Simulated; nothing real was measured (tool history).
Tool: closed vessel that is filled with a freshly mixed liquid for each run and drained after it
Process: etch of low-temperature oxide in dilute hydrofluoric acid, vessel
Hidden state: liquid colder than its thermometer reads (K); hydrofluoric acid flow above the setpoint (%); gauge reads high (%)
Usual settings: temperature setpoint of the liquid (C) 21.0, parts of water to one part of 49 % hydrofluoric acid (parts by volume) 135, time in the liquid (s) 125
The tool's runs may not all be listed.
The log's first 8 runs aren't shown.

run,day,temperature setpoint of the liquid (C),parts of water to one part of 49 % hydrofluoric acid (parts by volume),time in the liquid (s),wafers since the last listed run,hours since the thermometer was replaced,hours since the hydrofluoric acid flow meter was replaced,hours since the gauge calibration,"read-back film thickness of the low-temperature oxide reference wafer, read on the same gauge (nm)",thickness taken off the low-temperature oxide on a monitor wafer (angstrom)
9,8.354,24.0,135,125,1937,569.1,744.1,144.8,99.41,104.2
10,9.567,17.0,105,125,3015,598.2,773.2,173.9,99.31,105.0
11,10.879,21.0,135,125,3264,629.7,804.7,205.4,99.17,92.3
12,11.929,21.0,95,105,2611,654.9,829.9,230.6,99.10,116.6
13,12.912,21.0,95,105,2445,678.5,853.5,254.2,98.97,115.7
# day 13.375: thermometer replaced
14,13.779,21.0,155,160,2051,9.7,874.3,275.0,98.90,100.6
15,14.404,21.0,155,160,1554,24.7,889.3,290.0,98.80,101.3
16,15.038,22.5,95,185,1575,39.9,904.5,305.2,98.79,217.0
17,16.200,17.0,115,155,2891,67.8,932.4,333.1,98.66,117.6
# day 17.296: gauge calibrated
18,17.446,21.0,135,125,3098,97.7,962.3,3.6,100.19,93.3
# day 18.142: hydrofluoric acid flow meter replaced
19,18.679,21.0,135,125,2963,127.3,12.9,33.2,100.08,94.7
20,19.900,19.5,170,125,3036,156.6,42.2,62.5,99.95,67.5
21,20.938,19.5,135,125,2580,181.5,67.1,87.4,99.86,88.1
22,21.942,24.0,160,50,2497,205.6,91.2,111.5,99.75,34.3
23,23.421,21.0,135,125,3678,241.1,126.7,147.0,99.63,93.2
24,23.946,18.5,200,170,1305,253.7,139.3,159.6,99.55,72.6
25,24.971,25.5,105,60,2549,278.3,163.9,184.2,99.48,71.1
26,26.242,25.0,200,165,3160,308.8,194.4,214.7,99.34,90.3
27,27.371,21.0,135,195,2808,335.9,221.5,241.8,99.24,145.7
28,28.017,21.0,135,125,1606,351.4,237.0,257.3,99.17,92.8
29,29.421,21.0,135,100,3492,385.1,270.7,291.0,99.03,74.2
30,31.254,21.0,115,80,4559,429.1,314.7,335.0,98.86,71.0
# day 31.946: gauge calibrated
31,32.204,21.0,80,180,2362,451.9,337.5,6.2,99.99,241.2

4 ways to go on from here, each from the tool as it stands after run 31. What would each give?
A,32.233,21.0,90,125,72,452.6,338.2,6.9,?,?
B,32.233,17.0,165,125,72,452.6,338.2,6.9,?,?
C,32.233,18.5,180,155,72,452.6,338.2,6.9,?,?
D,32.233,26.0,170,125,72,452.6,338.2,6.9,?,?

run,"read-back film thickness of the low-temperature oxide reference wafer, read on the same gauge (nm)",thickness taken off the low-temperature oxide on a monitor wafer (angstrom)
A,99.96,147.1
B,99.96,63.0
C,99.96,75.0
D,99.96,86.2
Without the tool's hidden state the same runs would have given:
run,thickness taken off the low-temperature oxide on a monitor wafer (angstrom)
A,147.1
B,63.0
C,75.0
D,86.2
